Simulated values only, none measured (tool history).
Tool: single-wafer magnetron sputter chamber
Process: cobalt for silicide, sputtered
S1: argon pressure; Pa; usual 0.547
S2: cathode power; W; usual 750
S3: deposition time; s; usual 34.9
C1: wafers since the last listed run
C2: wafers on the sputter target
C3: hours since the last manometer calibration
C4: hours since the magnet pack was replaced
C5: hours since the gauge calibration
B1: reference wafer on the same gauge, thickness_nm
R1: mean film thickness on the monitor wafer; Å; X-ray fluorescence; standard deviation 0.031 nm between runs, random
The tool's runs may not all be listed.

{"run": 1, "hour": 0.0, "S1": 0.712, "S2": 750, "S3": 34.9, "C1": 0, "C2": 3770, "C3": 327.8, "C4": 4186.9, "C5": 401.6, "B1": 9.694, "R1": 110.35}
{"run": 2, "hour": 36.4, "S1": 0.712, "S2": 750, "S3": 34.9, "C1": 806, "C2": 4576, "C3": 364.2, "C4": 4223.3, "C5": 438, "B1": 9.701, "R1": 110.07}
{"run": 3, "hour": 117.8, "S1": 0.547, "S2": 750, "S3": 40.3, "C1": 1803, "C2": 6379, "C3": 445.6, "C4": 4304.7, "C5": 519.4, "B1": 9.697, "R1": 134.04}
{"hour": 216.2, "done": "sputter target and shields replaced"}
{"run": 4, "hour": 216.7, "S1": 0.455, "S2": 750, "S3": 40.5, "C1": 2013, "C2": 11, "C3": 544.5, "C4": 4403.6, "C5": 618.3, "B1": 9.706, "R1": 139.76}
{"run": 5, "hour": 297.7, "S1": 0.455, "S2": 750, "S3": 40.5, "C1": 1794, "C2": 1805, "C3": 625.5, "C4": 4484.6, "C5": 699.3, "B1": 9.705, "R1": 139.51}
{"run": 6, "hour": 375.4, "S1": 0.597, "S2": 750, "S3": 34.9, "C1": 1721, "C2": 3526, "C3": 703.2, "C4": 4562.3, "C5": 777, "B1": 9.711, "R1": 114.65}
{"run": 7, "hour": 426.7, "S1": 0.597, "S2": 750, "S3": 34.9, "C1": 1136, "C2": 4662, "C3": 754.5, "C4": 4613.6, "C5": 828.3, "B1": 9.697, "R1": 114.04}
{"run": 8, "hour": 503.5, "S1": 0.547, "S2": 750, "S3": 34.9, "C1": 1701, "C2": 6364, "C3": 831.3, "C4": 4690.4, "C5": 905.1, "B1": 9.704, "R1": 115.4}
{"run": 9, "hour": 608.1, "S1": 0.547, "S2": 750, "S3": 34.9, "C1": 2316, "C2": 8680, "C3": 935.9, "C4": 4795, "C5": 1009.7, "B1": 9.699, "R1": 114.96}
{"hour": 645.3, "done": "sputter target and shields replaced"}
{"run": 10, "hour": 681.5, "S1": 0.629, "S2": 750, "S3": 34.9, "C1": 1448, "C2": 802, "C3": 1009.3, "C4": 4868.4, "C5": 1083.1, "B1": 9.702, "R1": 114.66}
{"run": 11, "hour": 773.3, "S1": 0.629, "S2": 750, "S3": 34.9, "C1": 2033, "C2": 2836, "C3": 1101.1, "C4": 4960.2, "C5": 1174.9, "B1": 9.706, "R1": 113.76}
{"run": 12, "hour": 859.2, "S1": 0.547, "S2": 750, "S3": 34.9, "C1": 1902, "C2": 4739, "C3": 1187, "C4": 5046.1, "C5": 1260.8, "B1": 9.693, "R1": 116.22}
{"run": 13, "hour": 959.7, "S1": 0.74, "S2": 600, "S3": 38.9, "C1": 2226, "C2": 6965, "C3": 1287.5, "C4": 5146.6, "C5": 1361.3, "B1": 9.692, "R1": 97.2}
{"run": 14, "hour": 1010.6, "S1": 0.629, "S2": 750, "S3": 34.9, "C1": 1127, "C2": 8092, "C3": 1338.4, "C4": 5197.5, "C5": 1412.2, "B1": 9.699, "R1": 112.54}
{"hour": 1034.7, "done": "capacitance manometer re-zeroed and calibrated"}
{"run": 15, "hour": 1060.7, "S1": 0.547, "S2": 750, "S3": 34.9, "C1": 932, "C2": 9025, "C3": 26, "C4": 5247.6, "C5": 1462.3, "B1": 9.695, "R1": 114.86}
{"hour": 1079.3, "done": "sputter target and shields replaced"}
{"hour": 1138.4, "done": "magnet pack replaced"}
{"run": 16, "hour": 1144.7, "S1": 0.676, "S2": 750, "S3": 32.4, "C1": 1506, "C2": 1270, "C3": 110, "C4": 6.3, "C5": 1546.3, "B1": 9.703, "R1": 104.97}
{"hour": 1361.5, "done": "gauge calibrated"}
{"run": 17, "hour": 1369.2, "S1": 0.351, "S2": 900, "S3": 34.9, "C1": 4972, "C2": 6243, "C3": 334.5, "C4": 230.8, "C5": 7.7, "B1": 9.699, "R1": 148.34}
{"run": 18, "hour": 1432.3, "S1": 0.375, "S2": 750, "S3": 34.9, "C1": 1397, "C2": 7640, "C3": 397.6, "C4": 293.9, "C5": 70.8, "B1": 9.697, "R1": 122.08}
{"hour": 1442.6, "done": "sputter target and shields replaced"}
{"run": 19, "hour": 1669.3, "S1": 0.347, "S2": 900, "S3": 32.8, "C1": 5072, "C2": 5021, "C3": 634.6, "C4": 530.9, "C5": 307.8, "B1": 9.699, "R1": 139.72}
{"run": 20, "hour": 1744.7, "S1": 0.746, "S2": 850, "S3": 34.9, "C1": 1670, "C2": 6691, "C3": 710, "C4": 606.3, "C5": 383.2, "B1": 9.686, "R1": 122.89}
{"run": 21, "hour": 1788.0, "S1": 0.371, "S2": 850, "S3": 34.9, "C1": 959, "C2": 7651, "C3": 753.3, "C4": 649.6, "C5": 426.5, "B1": 9.7, "R1": 138.71}
{"hour": 1835.7, "done": "sputter target and shields replaced"}
{"run": 22, "hour": 1885.2, "S1": 0.547, "S2": 950, "S3": 41.5, "C1": 1975, "C2": 1096, "C3": 850.5, "C4": 746.8, "C5": 523.7, "B1": 9.698, "R1": 177.29}

4 options for the next run, each taken on its own from the tool as it stands now. Forecast them:
{"run": "A", "hour": 1885.6, "S1": 0.547, "S2": 750, "S3": 39.8, "C1": 8, "C2": 1105, "C3": 850.9, "C4": 747.2, "C5": 524.1, "B1": "?", "R1": "?"}
{"run": "B", "hour": 1885.6, "S1": 0.547, "S2": 850, "S3": 28.7, "C1": 8, "C2": 1105, "C3": 850.9, "C4": 747.2, "C5": 524.1, "B1": "?", "R1": "?"}
{"run": "C", "hour": 1885.6, "S1": 0.416, "S2": 850, "S3": 37.1, "C1": 8, "C2": 1105, "C3": 850.9, "C4": 747.2, "C5": 524.1, "B1": "?", "R1": "?"}
{"run": "D", "hour": 1885.6, "S1": 0.397, "S2": 750, "S3": 31.8, "C1": 8, "C2": 1105, "C3": 850.9, "C4": 747.2, "C5": 524.1, "B1": "?", "R1": "?"}

run=A B1=9.7 R1=133.89
run=B B1=9.7 R1=109.42
run=C B1=9.7 R1=147.51
run=D B1=9.7 R1=112.25
Without the tool's unlogged condition, the same runs would have read:
run=A R1=134.48
run=B R1=109.9
run=C R1=148.16
run=D R1=112.74

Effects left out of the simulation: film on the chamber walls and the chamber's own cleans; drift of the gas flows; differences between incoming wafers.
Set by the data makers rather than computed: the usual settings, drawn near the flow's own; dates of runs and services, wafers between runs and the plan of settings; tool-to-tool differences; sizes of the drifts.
